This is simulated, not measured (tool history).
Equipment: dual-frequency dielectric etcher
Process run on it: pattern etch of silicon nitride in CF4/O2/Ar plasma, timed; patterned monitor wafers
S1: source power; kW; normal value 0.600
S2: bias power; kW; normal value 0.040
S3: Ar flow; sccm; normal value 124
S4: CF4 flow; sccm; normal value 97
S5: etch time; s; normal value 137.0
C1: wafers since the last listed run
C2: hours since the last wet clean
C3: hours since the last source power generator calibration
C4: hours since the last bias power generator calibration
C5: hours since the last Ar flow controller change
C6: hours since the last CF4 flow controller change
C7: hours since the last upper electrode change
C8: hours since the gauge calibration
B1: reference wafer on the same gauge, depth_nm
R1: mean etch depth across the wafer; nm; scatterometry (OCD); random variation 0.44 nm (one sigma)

{"run": 1, "hour": 0.0, "S1": 0.6, "S2": 0.04, "S3": 124, "S4": 97, "S5": 137.0, "C1": 0, "C2": 233.5, "C3": 1636.0, "C4": 3713.9, "C5": 4202.5, "C6": 4818.9, "C7": 4123.3, "C8": 131.0, "B1": 254.9, "R1": 294.0}
{"run": 2, "hour": 12.6, "S1": 0.6, "S2": 0.04, "S3": 124, "S4": 97, "S5": 137.0, "C1": 99, "C2": 246.1, "C3": 1648.6, "C4": 3726.5, "C5": 4215.1, "C6": 4831.5, "C7": 4135.9, "C8": 143.6, "B1": 254.8, "R1": 293.8}
{"run": 3, "hour": 19.0, "S1": 0.6, "S2": 0.04, "S3": 124, "S4": 97, "S5": 137.0, "C1": 50, "C2": 252.5, "C3": 1655.0, "C4": 3732.9, "C5": 4221.5, "C6": 4837.9, "C7": 4142.3, "C8": 150.0, "B1": 254.9, "R1": 293.1}
{"run": 4, "hour": 32.9, "S1": 0.6, "S2": 0.04, "S3": 124, "S4": 80, "S5": 137.0, "C1": 109, "C2": 266.4, "C3": 1668.9, "C4": 3746.8, "C5": 4235.4, "C6": 4851.8, "C7": 4156.2, "C8": 163.9, "B1": 255.1, "R1": 281.9}
{"run": 5, "hour": 46.5, "S1": 0.6, "S2": 0.04, "S3": 124, "S4": 80, "S5": 137.0, "C1": 107, "C2": 280.0, "C3": 1682.5, "C4": 3760.4, "C5": 4249.0, "C6": 4865.4, "C7": 4169.8, "C8": 177.5, "B1": 255.2, "R1": 282.1}
{"run": 6, "hour": 54.5, "S1": 0.6, "S2": 0.04, "S3": 124, "S4": 80, "S5": 137.0, "C1": 63, "C2": 288.0, "C3": 1690.5, "C4": 3768.4, "C5": 4257.0, "C6": 4873.4, "C7": 4177.8, "C8": 185.5, "B1": 254.9, "R1": 280.7}
{"hour": 65.5, "done": "Ar flow controller replaced"}
{"run": 7, "hour": 67.8, "S1": 0.6, "S2": 0.04, "S3": 124, "S4": 110, "S5": 154.5, "C1": 57, "C2": 301.3, "C3": 1703.8, "C4": 3781.7, "C5": 2.3, "C6": 4886.7, "C7": 4191.1, "C8": 198.8, "B1": 254.9, "R1": 337.6}
{"hour": 70.1, "done": "gauge calibrated"}
{"hour": 73.2, "done": "source power generator calibrated"}
{"hour": 96.8, "done": "wet clean of the chamber"}
{"hour": 117.0, "done": "bias power generator calibrated"}
{"hour": 118.6, "done": "upper electrode replaced"}
{"hour": 121.2, "done": "CF4 flow controller replaced"}
{"run": 8, "hour": 121.7, "S1": 0.6, "S2": 0.04, "S3": 124, "S4": 110, "S5": 154.5, "C1": 143, "C2": 24.9, "C3": 48.5, "C4": 4.7, "C5": 56.2, "C6": 0.5, "C7": 3.1, "C8": 51.6, "B1": 255.0, "R1": 342.0}
{"run": 9, "hour": 122.0, "S1": 0.6, "S2": 0.04, "S3": 124, "S4": 97, "S5": 137.0, "C1": 2, "C2": 25.2, "C3": 48.8, "C4": 5.0, "C5": 56.5, "C6": 0.8, "C7": 3.4, "C8": 51.9, "B1": 254.9, "R1": 294.4}
{"run": 10, "hour": 122.4, "S1": 0.6, "S2": 0.04, "S3": 124, "S4": 97, "S5": 137.0, "C1": 3, "C2": 25.6, "C3": 49.2, "C4": 5.4, "C5": 56.9, "C6": 1.2, "C7": 3.8, "C8": 52.3, "B1": 255.0, "R1": 295.2}
{"run": 11, "hour": 122.7, "S1": 0.6, "S2": 0.046, "S3": 104, "S4": 111, "S5": 137.0, "C1": 2, "C2": 25.9, "C3": 49.5, "C4": 5.7, "C5": 57.2, "C6": 1.5, "C7": 4.1, "C8": 52.6, "B1": 255.1, "R1": 329.8}
{"run": 12, "hour": 128.8, "S1": 0.47, "S2": 0.046, "S3": 124, "S4": 97, "S5": 137.0, "C1": 48, "C2": 32.0, "C3": 55.6, "C4": 11.8, "C5": 63.3, "C6": 7.6, "C7": 10.2, "C8": 58.7, "B1": 255.0, "R1": 262.1}
{"run": 13, "hour": 138.9, "S1": 0.55, "S2": 0.04, "S3": 124, "S4": 74, "S5": 111.5, "C1": 79, "C2": 42.1, "C3": 65.7, "C4": 21.9, "C5": 73.4, "C6": 17.7, "C7": 20.3, "C8": 68.8, "B1": 255.0, "R1": 211.8}
{"run": 14, "hour": 152.1, "S1": 0.6, "S2": 0.04, "S3": 104, "S4": 97, "S5": 137.0, "C1": 103, "C2": 55.3, "C3": 78.9, "C4": 35.1, "C5": 86.6, "C6": 30.9, "C7": 33.5, "C8": 82.0, "B1": 255.0, "R1": 302.0}
{"run": 15, "hour": 166.4, "S1": 0.6, "S2": 0.04, "S3": 124, "S4": 97, "S5": 137.0, "C1": 112, "C2": 69.6, "C3": 93.2, "C4": 49.4, "C5": 100.9, "C6": 45.2, "C7": 47.8, "C8": 96.3, "B1": 255.1, "R1": 294.5}
{"run": 16, "hour": 180.7, "S1": 0.6, "S2": 0.04, "S3": 124, "S4": 107, "S5": 137.0, "C1": 112, "C2": 83.9, "C3": 107.5, "C4": 63.7, "C5": 115.2, "C6": 59.5, "C7": 62.1, "C8": 110.6, "B1": 254.9, "R1": 300.0}
{"run": 17, "hour": 194.9, "S1": 0.5, "S2": 0.04, "S3": 124, "S4": 97, "S5": 112.5, "C1": 111, "C2": 98.1, "C3": 121.7, "C4": 77.9, "C5": 129.4, "C6": 73.7, "C7": 76.3, "C8": 124.8, "B1": 254.9, "R1": 210.4}

Alternative continuations, all from the tool just after run 17; predict every row:
{"run": "A", "hour": 195.4, "S1": 0.6, "S2": 0.04, "S3": 124, "S4": 97, "S5": 137.0, "C1": 3, "C2": 98.6, "C3": 122.2, "C4": 78.4, "C5": 129.9, "C6": 74.2, "C7": 76.8, "C8": 125.3, "B1": "?", "R1": "?"}
{"run": "B", "hour": 195.4, "S1": 0.48, "S2": 0.036, "S3": 124, "S4": 97, "S5": 137.0, "C1": 3, "C2": 98.6, "C3": 122.2, "C4": 78.4, "C5": 129.9, "C6": 74.2, "C7": 76.8, "C8": 125.3, "B1": "?", "R1": "?"}
{"run": "C", "hour": 195.4, "S1": 0.6, "S2": 0.04, "S3": 115, "S4": 97, "S5": 158.5, "C1": 3, "C2": 98.6, "C3": 122.2, "C4": 78.4, "C5": 129.9, "C6": 74.2, "C7": 76.8, "C8": 125.3, "B1": "?", "R1": "?"}
{"run": "D", "hour": 195.4, "S1": 0.51, "S2": 0.04, "S3": 124, "S4": 97, "S5": 96.5, "C1": 3, "C2": 98.6, "C3": 122.2, "C4": 78.4, "C5": 129.9, "C6": 74.2, "C7": 76.8, "C8": 125.3, "B1": "?", "R1": "?"}

run=A B1=255.0 R1=295.1
run=B B1=255.0 R1=236.2
run=C B1=255.0 R1=344.9
run=D B1=255.0 R1=183.4
Take away the tool's hidden state, keep each run's random variation, and the runs would have read:
run=A R1=296.3
run=B R1=237.1
run=C R1=346.3
run=D R1=184.1
